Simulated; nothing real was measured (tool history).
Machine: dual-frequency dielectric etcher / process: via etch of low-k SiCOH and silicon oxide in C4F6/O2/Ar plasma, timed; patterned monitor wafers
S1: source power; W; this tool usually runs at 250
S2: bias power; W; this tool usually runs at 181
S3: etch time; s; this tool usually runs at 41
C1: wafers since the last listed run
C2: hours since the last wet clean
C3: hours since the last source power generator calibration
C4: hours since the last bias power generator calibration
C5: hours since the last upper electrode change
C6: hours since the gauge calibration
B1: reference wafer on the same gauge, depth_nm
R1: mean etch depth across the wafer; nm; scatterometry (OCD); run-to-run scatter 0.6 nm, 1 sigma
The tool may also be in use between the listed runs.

| run | hour | S1 | S2 | S3 | C1 | C2 | C3 | C4 | C5 | C6 | B1 | R1 |
|---|---|---|---|---|---|---|---|---|---|---|---|---|
| 1 | 0 | 250 | 181 | 41 | 0 | 162.7 | 3650.4 | 4819.8 | 3354.7 | 501.4 | 74.4 | 91.2 |
| 2 | 24.1 | 250 | 181 | 41 | 387 | 186.8 | 3674.5 | 4843.9 | 3378.8 | 525.5 | 74.5 | 92 |
| 3 | 42.3 | 250 | 181 | 41 | 292 | 205 | 3692.7 | 4862.1 | 3397 | 543.7 | 74.5 | 90.6 |
|  | 52.5 | bias power generator calibrated |
| 4 | 76.2 | 250 | 181 | 41 | 481 | 238.9 | 3726.6 | 23.7 | 3430.9 | 577.6 | 74.4 | 91.3 |
|  | 96.4 | source power generator calibrated |
| 5 | 98.5 | 210 | 181 | 41 | 294 | 261.2 | 2.1 | 46 | 3453.2 | 599.9 | 74.4 | 84.3 |
| 6 | 131.1 | 200 | 224 | 32 | 524 | 293.8 | 34.7 | 78.6 | 3485.8 | 632.5 | 74.2 | 68.1 |
| 7 | 164.6 | 250 | 146 | 41 | 538 | 327.3 | 68.2 | 112.1 | 3519.3 | 666 | 74.3 | 88.4 |
| 8 | 186.7 | 300 | 181 | 41 | 355 | 349.4 | 90.3 | 134.2 | 3541.4 | 688.1 | 74.4 | 98.6 |
| 9 | 212.5 | 270 | 210 | 29 | 415 | 375.2 | 116.1 | 160 | 3567.2 | 713.9 | 74.3 | 67.5 |
| 10 | 234.8 | 220 | 208 | 31.5 | 358 | 397.5 | 138.4 | 182.3 | 3589.5 | 736.2 | 74.2 | 67.9 |
| 11 | 268.5 | 250 | 181 | 41 | 542 | 431.2 | 172.1 | 216 | 3623.2 | 769.9 | 74.2 | 91.5 |
| 12 | 292.6 | 250 | 181 | 41 | 387 | 455.3 | 196.2 | 240.1 | 3647.3 | 794 | 74.3 | 91.8 |
|  | 330.9 | upper electrode replaced |
| 13 | 331.4 | 310 | 181 | 41 | 238 | 494.1 | 235 | 278.9 | 0.5 | 832.8 | 74.2 | 99.3 |
|  | 376.1 | wet clean of the chamber |
| 14 | 376.6 | 240 | 181 | 41 | 341 | 0.5 | 280.2 | 324.1 | 45.7 | 878 | 74.3 | 90.1 |
| 15 | 377 | 270 | 165 | 45 | 6 | 0.9 | 280.6 | 324.5 | 46.1 | 878.4 | 74.2 | 101.1 |
| 16 | 440.1 | 250 | 181 | 41 | 1015 | 64 | 343.7 | 387.6 | 109.2 | 941.5 | 74.2 | 90.7 |
| 17 | 467.2 | 250 | 181 | 41 | 436 | 91.1 | 370.8 | 414.7 | 136.3 | 968.6 | 74.3 | 91.8 |
|  | 486.2 | gauge calibrated |
| 18 | 492.5 | 220 | 181 | 49.5 | 407 | 116.4 | 396.1 | 440 | 161.6 | 6.3 | 76.4 | 108.7 |
| 19 | 523 | 250 | 210 | 41 | 490 | 146.9 | 426.6 | 470.5 | 192.1 | 36.8 | 76.2 | 95.8 |
| 20 | 550.6 | 300 | 141 | 29.5 | 444 | 174.5 | 454.2 | 498.1 | 219.7 | 64.4 | 76.1 | 69.6 |
| 21 | 575 | 250 | 142 | 41 | 392 | 198.9 | 478.6 | 522.5 | 244.1 | 88.8 | 76 | 91 |

Run 22 comes next. What will it give?
| 22 | 588.5 | 230 | 181 | 41 | 217 | 212.4 | 492.1 | 536 | 257.6 | 102.3 | ? | ? |

Logged for run 22: B1 75.8, R1 89.7 nm.
With no hidden state in the tool, this same run would have given R1 90.4 nm.
